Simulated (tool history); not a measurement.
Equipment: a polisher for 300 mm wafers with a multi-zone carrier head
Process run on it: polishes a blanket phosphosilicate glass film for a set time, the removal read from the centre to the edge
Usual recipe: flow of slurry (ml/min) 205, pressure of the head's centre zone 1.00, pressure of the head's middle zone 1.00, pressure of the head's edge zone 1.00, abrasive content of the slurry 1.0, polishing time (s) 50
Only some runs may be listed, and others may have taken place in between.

| run | hour | flow of slurry (ml/min) | pressure of the head's centre zone | pressure of the head's middle zone | pressure of the head's edge zone | abrasive content of the slurry | polishing time (s) | wafers since the last listed run | wafers polished on this pad | hours since the slurry nozzle was cleaned | hours since the centre zone pressure was calibrated | hours since the edge zone pressure was calibrated | hours since the carrier head's membrane was replaced | incoming thickness of the incoming film, nm | film removed at the wafer's centre (nm) | film removed at mid-radius (nm) | film removed at the wafer's edge (nm) |
|---|---|---|---|---|---|---|---|---|---|---|---|---|---|---|---|---|---|
| 1 | 0.0 | 175 | 1.00 | 1.00 | 1.00 | 1.0 | 50 | 0 | 2547 | 250.9 | 1023.1 | 275.9 | 736.9 | 2673.9 | 287.3 | 261.0 | 270.3 |
| 2 | 43.2 | 175 | 1.00 | 1.00 | 1.00 | 1.0 | 50 | 605 | 3152 | 294.1 | 1066.3 | 319.1 | 780.1 | 2670.1 | 284.8 | 260.2 | 270.3 |
| 3 | 99.1 | 175 | 1.00 | 1.00 | 1.00 | 1.0 | 50 | 782 | 3935 | 350.0 | 1122.2 | 375.0 | 836.0 | 2718.2 | 269.8 | 253.7 | 264.1 |
| 4 | 148.1 | 205 | 0.91 | 1.00 | 1.09 | 1.0 | 41 | 686 | 4621 | 399.0 | 1171.2 | 424.0 | 885.0 | 2742.8 | 208.2 | 204.3 | 225.1 |
|  | 171.0 | worn pad replaced by a new one |
|  | 175.6 | slurry nozzle cleaned |
|  | 181.2 | centre zone pressure recalibrated |
| 5 | 190.6 | 205 | 0.97 | 1.11 | 1.00 | 1.0 | 50 | 497 | 233 | 15.0 | 9.4 | 466.5 | 927.5 | 2693.8 | 292.9 | 312.0 | 291.2 |
|  | 202.3 | edge zone pressure recalibrated |
| 6 | 239.0 | 180 | 1.00 | 1.00 | 0.88 | 1.2 | 42 | 649 | 883 | 63.4 | 57.8 | 36.7 | 975.9 | 2724.8 | 252.7 | 250.7 | 247.8 |
| 7 | 309.5 | 205 | 1.00 | 1.07 | 1.00 | 1.0 | 50 | 987 | 1870 | 133.9 | 128.3 | 107.2 | 1046.4 | 2718.8 | 291.0 | 299.0 | 278.8 |
| 8 | 380.0 | 205 | 1.00 | 1.06 | 1.00 | 1.2 | 66 | 987 | 2857 | 204.4 | 198.8 | 177.7 | 1116.9 | 2701.2 | 404.7 | 393.7 | 390.8 |
| 9 | 409.3 | 205 | 0.92 | 1.00 | 1.00 | 1.1 | 55 | 410 | 3268 | 233.7 | 228.1 | 207.0 | 1146.2 | 2699.7 | 294.5 | 299.0 | 307.2 |
| 10 | 436.1 | 205 | 1.00 | 1.00 | 0.91 | 1.0 | 50 | 375 | 3643 | 260.5 | 254.9 | 233.8 | 1173.0 | 2680.9 | 287.2 | 263.7 | 253.8 |
| 11 | 493.7 | 205 | 1.00 | 1.08 | 1.00 | 1.0 | 50 | 806 | 4450 | 318.1 | 312.5 | 291.4 | 1230.6 | 2717.1 | 270.2 | 276.8 | 259.2 |
|  | 534.3 | worn pad replaced by a new one |
|  | 601.3 | slurry nozzle cleaned |
|  | 660.7 | edge zone pressure recalibrated |
| 12 | 666.2 | 205 | 1.00 | 1.07 | 1.00 | 1.0 | 50 | 2318 | 1804 | 64.9 | 485.0 | 5.5 | 1403.1 | 2727.6 | 302.8 | 293.1 | 279.1 |
|  | 699.7 | carrier head's membrane replaced by a new one |
| 13 | 719.9 | 265 | 1.05 | 0.91 | 1.00 | 1.1 | 50 | 682 | 2487 | 118.6 | 538.7 | 59.2 | 20.2 | 2682.7 | 328.5 | 266.0 | 302.7 |
| 14 | 756.3 | 205 | 1.00 | 1.00 | 1.00 | 1.0 | 43 | 509 | 2996 | 155.0 | 575.1 | 95.6 | 56.6 | 2741.7 | 247.0 | 227.0 | 231.9 |

Estimate the outcome of run 15 from the log above:
| 15 | 824.2 | 205 | 1.10 | 1.00 | 1.00 | 1.3 | 50 | 951 | 3948 | 222.9 | 643.0 | 163.5 | 124.5 | 2679.2 | ? | ? | ? |

film removed at the wafer's centre (nm): 335.1
film removed at mid-radius (nm): 285.1
film removed at the wafer's edge (nm): 286.3
If the tool had no hidden condition, the same run with the same run-to-run variation would have returned film removed at the wafer's centre (nm) 361.3, film removed at mid-radius (nm) 327.6, film removed at the wafer's edge (nm) 328.8.

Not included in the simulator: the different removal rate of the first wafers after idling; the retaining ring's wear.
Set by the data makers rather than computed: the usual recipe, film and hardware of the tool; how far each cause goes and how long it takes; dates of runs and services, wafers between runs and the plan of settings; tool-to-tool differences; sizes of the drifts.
